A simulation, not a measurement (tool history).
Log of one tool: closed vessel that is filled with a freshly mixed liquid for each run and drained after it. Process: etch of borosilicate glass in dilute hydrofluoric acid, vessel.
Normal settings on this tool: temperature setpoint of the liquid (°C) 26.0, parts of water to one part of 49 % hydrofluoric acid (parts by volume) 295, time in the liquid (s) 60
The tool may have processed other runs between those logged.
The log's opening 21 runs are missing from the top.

run,hour,temperature setpoint of the liquid (°C),parts of water to one part of 49 % hydrofluoric acid (parts by volume),time in the liquid (s),wafers since the last listed run,hours since the thermometer was replaced,hours since the hydrofluoric acid flow meter was replaced,hours since the gauge calibration,"read-back film thickness of the borosilicate glass reference wafer, read on the same gauge (nm)",thickness taken off the borosilicate glass on a monitor wafer (angstrom)
22,288.2,29.0,400,40,968,136.1,8.9,37.9,90.01,24.5
23,301.5,26.0,295,50,1515,149.4,22.2,51.2,90.00,41.7
24,319.5,26.0,295,60,2050,167.4,40.2,69.2,90.01,49.7
25,332.0,30.5,295,60,1424,179.9,52.7,81.7,89.99,57.8
26,343.4,26.0,295,60,1298,191.3,64.1,93.1,90.01,49.7
27,355.4,26.0,295,60,1367,203.3,76.1,105.1,90.00,49.5
28,362.6,22.0,295,60,820,210.5,83.3,112.3,90.02,43.6
29,380.6,30.0,295,60,2050,228.5,101.3,130.3,90.02,55.9
30,396.7,24.5,365,85,1834,244.6,117.4,146.4,90.01,49.4
31,412.1,21.0,295,40,1754,260.0,132.8,161.8,90.01,27.2
32,423.6,26.0,295,60,1310,271.5,144.3,173.3,89.99,49.4
33,436.4,23.0,295,45,1458,284.3,157.1,186.1,90.01,33.0

Below are 3 alternative next runs, each starting from the tool's condition after run 33. Predict each:
A,437.1,29.5,295,60,79,285.0,157.8,186.8,?,?
B,437.1,24.0,345,35,79,285.0,157.8,186.8,?,?
C,437.1,24.5,340,50,79,285.0,157.8,186.8,?,?

run,"read-back film thickness of the borosilicate glass reference wafer, read on the same gauge (nm)",thickness taken off the borosilicate glass on a monitor wafer (angstrom)
A,90.01,54.3
B,90.01,21.5
C,90.01,31.8
Take away the tool's hidden state, keep each run's random variation, and the runs would have read:
run,thickness taken off the borosilicate glass on a monitor wafer (angstrom)
A,56.2
B,22.2
C,32.9

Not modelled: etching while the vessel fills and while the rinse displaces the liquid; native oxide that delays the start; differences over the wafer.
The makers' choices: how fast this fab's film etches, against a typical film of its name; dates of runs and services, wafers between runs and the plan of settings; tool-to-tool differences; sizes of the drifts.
